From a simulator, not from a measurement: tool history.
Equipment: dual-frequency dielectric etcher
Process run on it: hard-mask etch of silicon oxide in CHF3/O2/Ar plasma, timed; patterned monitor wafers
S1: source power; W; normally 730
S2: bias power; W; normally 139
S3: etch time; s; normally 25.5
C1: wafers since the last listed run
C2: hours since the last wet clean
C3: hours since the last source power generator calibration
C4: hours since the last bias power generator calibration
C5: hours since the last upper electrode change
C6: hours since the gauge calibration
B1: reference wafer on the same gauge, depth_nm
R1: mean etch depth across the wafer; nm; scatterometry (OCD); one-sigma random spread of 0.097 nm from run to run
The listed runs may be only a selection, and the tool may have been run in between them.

run   hour   S1   S2    S3   C1     C2      C3      C4      C5      C6     B1     R1
  1      0  730  139  25.5    0  154.8  1294.1  2459.3  2012.9   675.5  56.19  47.48
  2   43.6  730  139  25.5  483  198.4  1337.7  2502.9  2056.5   719.1  56.19  47.67
  3  114.9  730  139  25.5  790  269.7    1409  2574.2  2127.8   790.4  56.19   47.6
  4  170.2  730  139  25.5  612    325  1464.3  2629.5  2183.1   845.7  56.19  47.49
  5  212.4  730  139  25.5  467  367.2  1506.5  2671.7  2225.3   887.9  56.22  47.51
  6  284.1  730  139  25.5  794  438.9  1578.2  2743.4    2297   959.6  56.17  47.61
     326.4  -- wet clean of the chamber
  7  326.9  730  139  25.5  208    0.5    1621  2786.2  2339.8  1002.4  56.17  47.49
  8  357.7  730  139    29  341   31.3  1651.8    2817  2370.6  1033.2  56.22  54.13
  9  384.3  730  139    29  294   57.9  1678.4  2843.6  2397.2  1059.8  56.18  54.12
 10  450.1  730  139  25.5  729  123.7  1744.2  2909.4    2463  1125.6  56.19   47.6
 11  495.3  730  139  25.5  500  168.9  1789.4  2954.6  2508.2  1170.8   56.2  47.62
 12  543.2  730  139  25.5  530  216.8  1837.3  3002.5  2556.1  1218.7   56.2  47.63
     599.4  -- source power generator calibrated
     615.5  -- upper electrode replaced
 13    616  730  139  25.5  583  289.6    16.6  3075.3     0.5  1291.5  56.19  48.53
 14  628.9  800  113  29.5  142  302.5    29.5  3088.2    13.4  1304.4  56.19  52.26
 15  663.8  730  161    23  386  337.4    64.4  3123.1    48.3  1339.3   56.2  47.08
 16    691  580  122    21  301  364.6    91.6  3150.3    75.5  1366.5  56.22  34.31
     729.1  -- wet clean of the chamber
     742.9  -- gauge calibrated
 17    764  730  139  25.5  543   34.9   164.6  3223.3   148.5    21.1   56.2  48.17
 18  804.7  630  152    19  451   75.6   205.3    3264   189.2    61.8  56.23  35.77
     838.3  -- bias power generator calibrated
 19  866.3  730  139  25.5  638  137.2   266.9      28   250.8   123.4  56.19  47.42
 20  897.3  620  139  25.5  343  168.2   297.9      59   281.8   154.4   56.2  44.73

Run 21 has not been measured yet. What should we expect?
 21  935.2  600  139  25.5  420  206.1  335.8  96.9  319.7  192.3   ?   ?

{"run 21": {"B1": 56.2, "R1": 44.04}}
If the tool had no hidden condition, the same run with the same run-to-run variation would have returned R1 44.25 nm.
